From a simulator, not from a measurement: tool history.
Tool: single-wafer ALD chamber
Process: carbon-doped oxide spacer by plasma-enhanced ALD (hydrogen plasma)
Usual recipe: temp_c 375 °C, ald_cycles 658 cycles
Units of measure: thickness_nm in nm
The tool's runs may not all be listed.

run	hour	temp_c	ald_cycles	read-back reference wafer on the same gauge, thickness_nm	thickness_nm
1	0.0	375	631	32.897	32.747
2	13.1	375	658	32.880	34.197
3	23.4	375	658	32.894	34.192
4	30.7	375	658	32.918	34.091
5	43.6	375	658	32.908	34.384
6	57.8	375	658	32.965	34.339
7	72.2	375	658	32.968	34.366
8	85.6	375	693	33.034	36.136
# hour 104.3: thermocouple changed; heater temperature recalibrated
9	104.8	375	693	33.057	36.248
10	113.0	375	658	33.050	34.359
# hour 119.2: gauge calibrated
11	151.1	375	658	32.791	34.067
12	159.1	370	658	32.794	34.125
13	168.3	375	658	32.771	34.192
14	178.7	362	779	32.805	40.342
15	188.8	375	658	32.825	34.142

For run 16, what comes out?
16	198.0	386	710	?	?

Run 16 produced read-back reference wafer on the same gauge, thickness_nm 32.787, thickness_nm 36.875 nm.
The same run, on a tool lacking any hidden state, would have yielded thickness_nm 36.859 nm.
